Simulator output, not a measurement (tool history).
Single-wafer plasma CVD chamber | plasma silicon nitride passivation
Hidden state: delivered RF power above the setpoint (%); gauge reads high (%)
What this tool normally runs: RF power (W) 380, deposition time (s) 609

run	hour	RF power (W)	deposition time (s)	wafers since the last listed run	hours since the last RF generator calibration	hours since the showerhead was replaced	hours since the gauge calibration	read-back reference wafer on the same gauge, thickness_nm	mean film thickness on the monitor wafer (nm)
1	0.0	365	609	0	503.9	2543.8	1572.9	917.411	781.977
2	107.9	380	609	442	611.8	2651.7	1680.8	918.374	785.014
3	169.7	380	609	253	673.6	2713.5	1742.6	918.229	786.525
4	277.3	380	609	441	781.2	2821.1	1850.2	917.785	780.216
5	321.6	380	609	181	825.5	2865.4	1894.5	916.699	777.868
6	420.3	380	609	405	924.2	2964.1	1993.2	917.577	777.522
7	488.0	395	609	277	991.9	3031.8	2060.9	918.283	792.020
# hour 551.3: RF generator calibrated
8	551.8	380	609	229	0.5	3095.6	2124.7	919.002	804.703
9	608.5	380	609	232	57.2	3152.3	2181.4	917.368	796.202
10	925.7	380	609	1302	374.4	3469.5	2498.6	918.182	791.373
# hour 963.2: showerhead replaced
11	986.4	380	609	216	435.1	23.2	2559.3	918.713	795.780
12	1047.9	380	609	252	496.6	84.7	2620.8	918.430	791.736
13	1108.5	380	609	248	557.2	145.3	2681.4	917.426	787.231
# hour 1130.7: gauge calibrated
14	1163.5	420	539	225	612.2	200.3	32.8	918.919	724.360
15	1231.7	420	539	279	680.4	268.5	101.0	918.257	722.627
# hour 1428.6: RF generator calibrated
16	1478.3	420	539	979	49.7	515.1	347.6	918.461	737.271
17	1570.6	380	609	378	142.0	607.4	439.9	918.630	807.618
18	1627.7	380	609	234	199.1	664.5	497.0	918.202	798.382
19	1677.0	335	609	202	248.4	713.8	546.3	917.198	764.277
20	1740.0	380	609	258	311.4	776.8	609.3	917.221	789.465
21	1783.9	420	498	180	355.3	820.7	653.2	918.745	678.029
22	1847.0	455	502	259	418.4	883.8	716.3	918.176	702.582
23	1895.2	380	686	197	466.6	932.0	764.5	916.866	891.499
24	1999.6	320	651	428	571.0	1036.4	868.9	918.776	789.603
25	2086.0	305	545	354	657.4	1122.8	955.3	917.895	645.513
26	2123.5	380	520	153	694.9	1160.3	992.8	918.153	671.886
27	2161.5	380	609	156	732.9	1198.3	1030.8	917.188	784.568
28	2219.7	440	609	238	791.1	1256.5	1089.0	918.651	826.045
# hour 2256.6: RF generator calibrated
29	2271.9	435	609	181	15.3	1308.7	1141.2	919.431	844.823
30	2355.2	350	721	341	98.6	1392.0	1224.5	918.508	916.985
31	2421.9	380	609	273	165.3	1458.7	1291.2	918.798	796.040
32	2472.0	320	651	205	215.4	1508.8	1341.3	918.494	793.570
33	2524.2	410	557	214	267.6	1561.0	1393.5	918.019	746.408
34	2560.6	410	545	149	304.0	1597.4	1429.9	917.424	732.674
35	2650.4	345	534	368	393.8	1687.2	1519.7	918.728	674.082
36	2691.1	380	498	167	434.5	1727.9	1560.4	918.524	648.974
37	2787.5	415	642	395	530.9	1824.3	1656.8	916.591	862.377

What was the tool's hidden state at every run in the log?
gauge reads high (%): 0 across all the runs
H1: delivered RF power above the setpoint (%)
run	H1
1	-4.81
2	-5.72
3	-6.24
4	-7.15
5	-7.52
6	-8.35
7	-8.93
8	-0.396
9	-0.875
10	-3.55
11	-4.06
12	-4.58
13	-5.09
14	-5.56
15	-6.13
16	-0.513
17	-1.29
18	-1.77
19	-2.19
20	-2.72
21	-3.09
22	-3.62
23	-4.03
24	-4.91
25	-5.64
26	-5.96
27	-6.28
28	-6.77
29	-0.517
30	-1.22
31	-1.78
32	-2.21
33	-2.65
34	-2.95
35	-3.71
36	-4.05
37	-4.87

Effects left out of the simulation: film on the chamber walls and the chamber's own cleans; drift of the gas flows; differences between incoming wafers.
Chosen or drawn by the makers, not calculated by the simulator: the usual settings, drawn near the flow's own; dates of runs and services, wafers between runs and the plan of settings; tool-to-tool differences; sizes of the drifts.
